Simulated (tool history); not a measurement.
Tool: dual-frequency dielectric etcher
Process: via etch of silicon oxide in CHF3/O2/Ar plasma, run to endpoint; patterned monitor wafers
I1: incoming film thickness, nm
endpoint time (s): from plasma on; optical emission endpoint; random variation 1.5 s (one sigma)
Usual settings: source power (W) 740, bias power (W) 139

{"run": 1, "hour": 0.0, "source power (W)": 740, "bias power (W)": 139, "I1": 649.3, "endpoint time (s)": 341.7}
{"run": 2, "hour": 59.4, "source power (W)": 740, "bias power (W)": 139, "I1": 650.9, "endpoint time (s)": 338.1}
{"run": 3, "hour": 125.8, "source power (W)": 740, "bias power (W)": 139, "I1": 655.9, "endpoint time (s)": 341.7}
{"hour": 197.6, "done": "upper electrode replaced"}
{"run": 4, "hour": 198.1, "source power (W)": 740, "bias power (W)": 139, "I1": 653.5, "endpoint time (s)": 339.5}
{"run": 5, "hour": 242.4, "source power (W)": 740, "bias power (W)": 139, "I1": 657.6, "endpoint time (s)": 344.6}
{"run": 6, "hour": 306.8, "source power (W)": 680, "bias power (W)": 139, "I1": 651.4, "endpoint time (s)": 360.2}
{"run": 7, "hour": 353.6, "source power (W)": 680, "bias power (W)": 139, "I1": 655.7, "endpoint time (s)": 362.2}
{"hour": 417.2, "done": "wet clean of the chamber"}
{"run": 8, "hour": 418.6, "source power (W)": 610, "bias power (W)": 139, "I1": 649.0, "endpoint time (s)": 386.9}
{"run": 9, "hour": 445.8, "source power (W)": 610, "bias power (W)": 139, "I1": 657.2, "endpoint time (s)": 390.7}
{"run": 10, "hour": 512.8, "source power (W)": 740, "bias power (W)": 139, "I1": 653.4, "endpoint time (s)": 342.2}
{"run": 11, "hour": 542.3, "source power (W)": 740, "bias power (W)": 123, "I1": 652.9, "endpoint time (s)": 353.1}
{"hour": 567.5, "done": "bias power generator calibrated"}
{"run": 12, "hour": 613.3, "source power (W)": 740, "bias power (W)": 139, "I1": 652.6, "endpoint time (s)": 344.9}
{"run": 13, "hour": 674.2, "source power (W)": 740, "bias power (W)": 139, "I1": 650.1, "endpoint time (s)": 341.9}
{"run": 14, "hour": 731.3, "source power (W)": 740, "bias power (W)": 139, "I1": 651.8, "endpoint time (s)": 343.5}
{"hour": 740.9, "done": "source power generator calibrated"}
{"run": 15, "hour": 778.6, "source power (W)": 740, "bias power (W)": 139, "I1": 652.2, "endpoint time (s)": 348.7}
{"run": 16, "hour": 849.8, "source power (W)": 590, "bias power (W)": 139, "I1": 656.9, "endpoint time (s)": 409.6}
{"hour": 892.2, "done": "wet clean of the chamber"}
{"run": 17, "hour": 918.8, "source power (W)": 590, "bias power (W)": 112, "I1": 653.1, "endpoint time (s)": 431.7}
{"run": 18, "hour": 987.1, "source power (W)": 740, "bias power (W)": 139, "I1": 646.5, "endpoint time (s)": 348.0}
{"run": 19, "hour": 1018.0, "source power (W)": 740, "bias power (W)": 139, "I1": 656.0, "endpoint time (s)": 354.6}
{"run": 20, "hour": 1078.1, "source power (W)": 640, "bias power (W)": 169, "I1": 648.4, "endpoint time (s)": 360.4}
{"run": 21, "hour": 1143.8, "source power (W)": 880, "bias power (W)": 150, "I1": 653.4, "endpoint time (s)": 310.4}
{"run": 22, "hour": 1174.0, "source power (W)": 740, "bias power (W)": 139, "I1": 656.2, "endpoint time (s)": 356.7}
{"hour": 1308.0, "done": "source power generator calibrated, repeated, since the last time left the tool worse"}
{"run": 23, "hour": 1340.2, "source power (W)": 840, "bias power (W)": 117, "I1": 646.5, "endpoint time (s)": 322.6}
{"hour": 1395.3, "done": "wet clean of the chamber"}
{"run": 24, "hour": 1395.8, "source power (W)": 740, "bias power (W)": 139, "I1": 648.7, "endpoint time (s)": 334.3}
{"run": 25, "hour": 1409.5, "source power (W)": 620, "bias power (W)": 106, "I1": 650.9, "endpoint time (s)": 406.3}
{"run": 26, "hour": 1469.2, "source power (W)": 810, "bias power (W)": 107, "I1": 655.3, "endpoint time (s)": 344.4}
{"run": 27, "hour": 1493.7, "source power (W)": 640, "bias power (W)": 110, "I1": 657.7, "endpoint time (s)": 397.2}
{"run": 28, "hour": 1538.2, "source power (W)": 600, "bias power (W)": 106, "I1": 651.7, "endpoint time (s)": 412.8}
{"run": 29, "hour": 1579.9, "source power (W)": 810, "bias power (W)": 169, "I1": 658.1, "endpoint time (s)": 305.7}
{"run": 30, "hour": 1616.2, "source power (W)": 910, "bias power (W)": 139, "I1": 659.1, "endpoint time (s)": 304.9}
{"run": 31, "hour": 1645.9, "source power (W)": 590, "bias power (W)": 116, "I1": 663.8, "endpoint time (s)": 419.9}
{"run": 32, "hour": 1689.4, "source power (W)": 860, "bias power (W)": 139, "I1": 653.1, "endpoint time (s)": 307.8}
{"run": 33, "hour": 1759.2, "source power (W)": 920, "bias power (W)": 167, "I1": 649.8, "endpoint time (s)": 280.0}
{"run": 34, "hour": 1803.4, "source power (W)": 910, "bias power (W)": 139, "I1": 656.6, "endpoint time (s)": 300.5}
{"run": 35, "hour": 1868.8, "source power (W)": 630, "bias power (W)": 139, "I1": 652.1, "endpoint time (s)": 376.3}
{"run": 36, "hour": 1927.5, "source power (W)": 740, "bias power (W)": 139, "I1": 658.0, "endpoint time (s)": 343.7}

3 ways to go on from here, each from the tool as it stands after run 36. What would each give?
{"run": "A", "hour": 1928.0, "source power (W)": 740, "bias power (W)": 130, "I1": 649.5, "endpoint time (s)": "?"}
{"run": "B", "hour": 1928.0, "source power (W)": 740, "bias power (W)": 148, "I1": 649.5, "endpoint time (s)": "?"}
{"run": "C", "hour": 1928.0, "source power (W)": 890, "bias power (W)": 149, "I1": 649.5, "endpoint time (s)": "?"}

run=A endpoint_time_(s)=344.4
run=B endpoint_time_(s)=332.8
run=C endpoint_time_(s)=297.7
Without the tool's hidden state the same runs would have given:
run=A endpoint_time_(s)=342.7
run=B endpoint_time_(s)=331.2
run=C endpoint_time_(s)=296.2
